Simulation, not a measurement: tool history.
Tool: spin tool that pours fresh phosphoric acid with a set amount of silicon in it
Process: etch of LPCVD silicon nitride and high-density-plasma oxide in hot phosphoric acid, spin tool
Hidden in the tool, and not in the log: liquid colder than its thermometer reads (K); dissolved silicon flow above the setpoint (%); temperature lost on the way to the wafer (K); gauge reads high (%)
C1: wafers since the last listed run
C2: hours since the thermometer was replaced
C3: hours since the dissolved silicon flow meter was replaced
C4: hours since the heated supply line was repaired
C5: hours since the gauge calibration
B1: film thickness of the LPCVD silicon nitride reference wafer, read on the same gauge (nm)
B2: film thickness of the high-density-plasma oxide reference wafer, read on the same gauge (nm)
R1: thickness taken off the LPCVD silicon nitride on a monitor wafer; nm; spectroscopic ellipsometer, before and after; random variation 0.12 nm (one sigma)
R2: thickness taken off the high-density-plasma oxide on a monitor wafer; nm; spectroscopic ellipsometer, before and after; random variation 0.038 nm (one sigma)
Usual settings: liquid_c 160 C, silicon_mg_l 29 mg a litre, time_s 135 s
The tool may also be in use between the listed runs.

Run 1, hour 0: usual settings but silicon_mg_l 19 mg a litre; C1 0; C2 324.7; C3 1562; C4 216.5; C5 622.6; B1 49.97; B2 70.035. Result: R1 12.85 nm, R2 0.6 nm.
Run 2, hour 70.4: usual settings; C1 391; C2 395.1; C3 1632.4; C4 286.9; C5 693; B1 49.99; B2 69.952. Result: R1 12.7 nm, R2 0.39 nm.
Run 3, hour 189.2: usual settings; C1 660; C2 513.9; C3 1751.2; C4 405.7; C5 811.8; B1 49.99; B2 70.023. Result: R1 12.52 nm, R2 0.436 nm.
Run 4, hour 240.7: usual settings; C1 286; C2 565.4; C3 1802.7; C4 457.2; C5 863.3; B1 50; B2 69.96. Result: R1 12.6 nm, R2 0.427 nm.
Run 5, hour 307.1: usual settings; C1 369; C2 631.8; C3 1869.1; C4 523.6; C5 929.7; B1 50.01; B2 70.005. Result: R1 12.78 nm, R2 0.401 nm.
Run 6, hour 374.7: usual settings; C1 375; C2 699.4; C3 1936.7; C4 591.2; C5 997.3; B1 50.01; B2 70.024. Result: R1 12.91 nm, R2 0.468 nm.
Run 7, hour 432.7: usual settings but liquid_c 163 C, silicon_mg_l 41.5 mg a litre; C1 322; C2 757.4; C3 1994.7; C4 649.2; C5 1055.3; B1 50; B2 69.996. Result: R1 14.07 nm, R2 0.287 nm.
At hour 484.4: gauge calibrated.
Run 8, hour 486.6: usual settings; C1 299; C2 811.3; C3 2048.6; C4 703.1; C5 2.2; B1 50.03; B2 69.96. Result: R1 12.64 nm, R2 0.384 nm.
Run 9, hour 518.9: usual settings but liquid_c 163 C, silicon_mg_l 17.5 mg a litre, time_s 160 s; C1 179; C2 843.6; C3 2080.9; C4 735.4; C5 34.5; B1 49.95; B2 70.017. Result: R1 16.93 nm, R2 0.899 nm.
At hour 535.8: heated supply line repaired.
At hour 559.9: dissolved silicon flow meter replaced.
Run 10, hour 564: usual settings but liquid_c 157.5 C; C1 239; C2 888.7; C3 4.1; C4 28.2; C5 79.6; B1 50.01; B2 70.013. Result: R1 11.65 nm, R2 0.351 nm.
Run 11, hour 601.8: usual settings; C1 210; C2 926.5; C3 41.9; C4 66; C5 117.4; B1 50; B2 70.011. Result: R1 12.64 nm, R2 0.504 nm.
At hour 608.7: thermometer replaced.
Run 12, hour 673.6: usual settings but liquid_c 161 C, silicon_mg_l 36.5 mg a litre, time_s 90 s; C1 393; C2 64.9; C3 113.7; C4 137.8; C5 189.2; B1 49.99; B2 70.015. Result: R1 8.7 nm, R2 0.219 nm.
Run 13, hour 719.5: usual settings but time_s 185 s; C1 255; C2 110.8; C3 159.6; C4 183.7; C5 235.1; B1 50.01; B2 69.997. Result: R1 17.31 nm, R2 0.549 nm.
Run 14, hour 786.6: usual settings but liquid_c 158.5 C, silicon_mg_l 15.5 mg a litre, time_s 100 s; C1 372; C2 177.9; C3 226.7; C4 250.8; C5 302.2; B1 50; B2 69.978. Result: R1 9.01 nm, R2 0.384 nm.
Run 15, hour 820.2: usual settings but liquid_c 160.5 C; C1 186; C2 211.5; C3 260.3; C4 284.4; C5 335.8; B1 50; B2 70.022. Result: R1 13 nm, R2 0.402 nm.
Run 16, hour 880.9: usual settings but liquid_c 158.5 C; C1 337; C2 272.2; C3 321; C4 345.1; C5 396.5; B1 49.99; B2 69.957. Result: R1 12.27 nm, R2 0.32 nm.
Run 17, hour 930: usual settings but liquid_c 161 C, silicon_mg_l 14.5 mg a litre; C1 272; C2 321.3; C3 370.1; C4 394.2; C5 445.6; B1 50.03; B2 69.967. Result: R1 13.27 nm, R2 0.684 nm.
Run 18, hour 955.5: usual settings but liquid_c 163 C, time_s 175 s; C1 141; C2 346.8; C3 395.6; C4 419.7; C5 471.1; B1 49.95; B2 70.013. Result: R1 18.35 nm, R2 0.612 nm.

The next listed run, before its measurement:
Run 19, hour 1004.4: usual settings but liquid_c 158.5 C, silicon_mg_l 7 mg a litre; C1 271; C2 395.7; C3 444.5; C4 468.6; C5 520; B1 ?; B2 ?. Result: R1 ?, R2 ?.

{"run 19": {"B1": 50.03, "B2": 69.999, "R1": 12.04, "R2": 0.694}}
Without the tool's hidden state the same run would have given R1 12.04 nm, R2 0.694 nm.
